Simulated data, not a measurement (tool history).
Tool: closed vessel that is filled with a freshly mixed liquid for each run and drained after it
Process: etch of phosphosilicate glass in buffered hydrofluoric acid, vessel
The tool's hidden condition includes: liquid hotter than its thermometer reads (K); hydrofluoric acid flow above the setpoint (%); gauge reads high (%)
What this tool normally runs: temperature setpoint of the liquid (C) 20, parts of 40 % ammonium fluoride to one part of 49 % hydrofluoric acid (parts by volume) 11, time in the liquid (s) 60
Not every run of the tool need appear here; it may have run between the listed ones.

run	hour	temperature setpoint of the liquid (C)	parts of 40 % ammonium fluoride to one part of 49 % hydrofluoric acid (parts by volume)	time in the liquid (s)	wafers since the last listed run	hours since the thermometer was replaced	hours since the hydrofluoric acid flow meter was replaced	hours since the gauge calibration	read-back film thickness of the phosphosilicate glass reference wafer, read on the same gauge (nm)	thickness taken off the phosphosilicate glass on a monitor wafer (nm)
1	0	20	11	70	0	1718.9	576.6	335.6	149.98	273.93
2	34.9	20	11	70	3775	1753.8	611.5	370.5	149.97	273.72
3	53.4	20	11	60	2001	1772.3	630	389	150.03	233.71
4	73.9	20	11	60	2217	1792.8	650.5	409.5	150.01	236.73
5	86.4	21.5	11	60	1352	1805.3	663	422	150.02	252.42
6	113.5	21.5	11	60	2931	1832.4	690.1	449.1	149.98	254.56
# hour 202: hydrofluoric acid flow meter replaced
7	204.5	20	13	60	9735	1923.4	2.5	540.1	150	190.72
8	232.2	20	13	60	2996	1951.1	30.2	567.8	150.01	188.96
# hour 236.2: thermometer replaced
9	260.6	20	13	60	2963	24.4	58.6	596.2	149.97	191.99
10	280.7	20	11	60	2174	44.5	78.7	616.3	149.94	220.78
11	314.9	20	11	60	3699	78.7	112.9	650.5	149.98	226.37
12	336.3	20	13	60	2314	100.1	134.3	671.9	150	193.11
13	355.8	18	14	80	2109	119.6	153.8	691.4	149.99	215.49
14	376.2	17	7.5	30	2206	140	174.2	711.8	149.97	136.42
15	398.9	18.5	11	60	2455	162.7	196.9	734.5	149.97	209.26
16	432.6	20	11	80	3645	196.4	230.6	768.2	150	308.2
17	461.7	17	11	35	3147	225.5	259.7	797.3	150.02	112
18	492.3	20	14	50	3310	256.1	290.3	827.9	150	150.73
19	506.3	18	11	60	1514	270.1	304.3	841.9	149.99	202.67
20	521.8	20	8.5	70	1676	285.6	319.8	857.4	149.99	329.07
21	546	20	11	45	2617	309.8	344	881.6	150	171.57
22	571.1	20	11	60	2715	334.9	369.1	906.7	150	227.65
23	589.8	20	11	60	2022	353.6	387.8	925.4	149.97	230.38
# hour 591.5: gauge calibrated
24	609.9	17	13	90	2174	373.7	407.9	18.4	150.01	249.94
25	691.4	20	11	60	8815	455.2	489.4	99.9	150.02	228.52
26	719.6	23	7	95	3050	483.4	517.6	128.1	150.01	652.56
27	734.5	18.5	7	85	1611	498.3	532.5	143	149.98	467.85
28	768.9	23	15.5	60	3721	532.7	566.9	177.4	150	195.68
29	786.2	20	7.5	45	1871	550	584.2	194.7	150.02	245.8
30	803.7	24.5	13.5	60	1892	567.5	601.7	212.2	149.99	245.81
31	826.9	20	11	35	2509	590.7	624.9	235.4	149.99	136.39

Some steps in thickness taken off the phosphosilicate glass on a monitor wafer (nm), run to run, broken into two amounts with sign: the step expected even without the hidden condition (settings, incoming material, random variation), and the rest, left for the hidden condition together with whatever gauge scatter is not in both the measured and the hidden-condition-free result:
Run 6 -> 7: temperature setpoint of the liquid (C) 21.5 -> 20, parts of 40 % ammonium fluoride to one part of 49 % hydrofluoric acid (parts by volume) 11 -> 13, hydrofluoric acid flow meter replaced. thickness taken off the phosphosilicate glass on a monitor wafer (nm) -63.84: hidden state -13.21, all else -50.63.
Run 16 -> 17: temperature setpoint of the liquid (C) 20 -> 17, time in the liquid (s) 80 -> 35. thickness taken off the phosphosilicate glass on a monitor wafer (nm) -196.2: hidden state -3.43, all else -192.77.
Run 25 -> 26: temperature setpoint of the liquid (C) 20 -> 23, parts of 40 % ammonium fluoride to one part of 49 % hydrofluoric acid (parts by volume) 11 -> 7, time in the liquid (s) 60 -> 95. thickness taken off the phosphosilicate glass on a monitor wafer (nm) +424.04: hidden state +13.32, all else +410.72.
Run 27 -> 28: temperature setpoint of the liquid (C) 18.5 -> 23, parts of 40 % ammonium fluoride to one part of 49 % hydrofluoric acid (parts by volume) 7 -> 15.5, time in the liquid (s) 85 -> 60. thickness taken off the phosphosilicate glass on a monitor wafer (nm) -272.17: hidden state -7.87, all else -264.3.
